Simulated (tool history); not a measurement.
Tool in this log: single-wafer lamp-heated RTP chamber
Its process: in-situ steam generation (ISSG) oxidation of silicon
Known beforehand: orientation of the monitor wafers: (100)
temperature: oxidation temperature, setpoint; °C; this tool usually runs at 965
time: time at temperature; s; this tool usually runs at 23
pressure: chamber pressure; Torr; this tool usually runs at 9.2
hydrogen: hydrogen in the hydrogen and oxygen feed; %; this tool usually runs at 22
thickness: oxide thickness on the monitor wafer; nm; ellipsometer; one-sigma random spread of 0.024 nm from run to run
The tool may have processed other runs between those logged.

run	hour	temperature	time	pressure	hydrogen	read-back reference wafer on the same gauge, thickness	thickness
1	0	958	23	8.3	22	6.005	5.526
2	33.7	958	23	8.3	22	5.999	5.608
3	57.9	965	23	9.2	17	5.994	5.314
4	86.7	965	23	9.2	17	6	5.373
# hour 121: pyrometer window cleaned and pyrometer calibrated
5	122	965	23	9.2	17	6.003	5.221
6	145.6	977	23	9.2	22	6.001	5.786
7	178.2	977	23	9.2	22	6	5.81
8	207.5	965	17	9.2	22	5.995	4.931
9	234.8	965	23	9.2	22	6.004	5.621
10	250.3	973	23	9.2	22	6.001	5.786
11	272.3	973	23	9.2	22	6.001	5.743
12	290.7	965	23	9.2	22	6.003	5.673
# hour 306.4: pressure gauge zeroed
13	321.5	965	23	9.2	22	5.997	5.699
14	355.8	965	27	9.2	15	5.996	5.61
15	381.5	985	23	9.2	28	5.999	6.53
16	404.2	965	23	9.2	22	5.999	5.752
# hour 434.9: gauge calibrated
# hour 435.9: pyrometer window cleaned and pyrometer calibrated
17	436.4	979	19	7.8	31	5.997	5.866
18	448.8	965	23	9.8	15	5.996	5.025
19	461.7	973	23	9.2	22	6.003	5.683
# hour 470.1: hydrogen flow controller replaced
20	484.9	982	23	10.2	22	5.994	5.772
21	504.5	960	15	10.2	17	5.997	4.205
22	516.7	965	23	10.2	22	6	5.41
23	541.8	977	32	9.7	25	6.006	6.942
24	571.2	965	23	9.2	26	6	5.778
25	595.9	965	18	9.2	28	5.999	5.296
26	612.3	965	23	9.2	26	6	5.824
27	625.5	946	16	10.1	19	6.002	4.344

What would each run have given without the hidden state, its run-to-run variation left as it was?
What the log doesn't record here: true wafer temperature minus pyrometer reading, K; true pressure minus gauge reading, Torr; deviation of the hydrogen flow from its setpoint, %; gauge reads high (%).
run	thickness
1	5.4
2	5.458
3	5.152
4	5.19
5	5.176
6	5.715
7	5.714
8	4.846
9	5.496
10	5.64
11	5.582
12	5.509
13	5.513
14	5.395
15	6.235
16	5.505
17	5.859
18	5.013
19	5.659
20	5.728
21	4.173
22	5.352
23	6.83
24	5.678
25	5.196
26	5.694
27	4.263
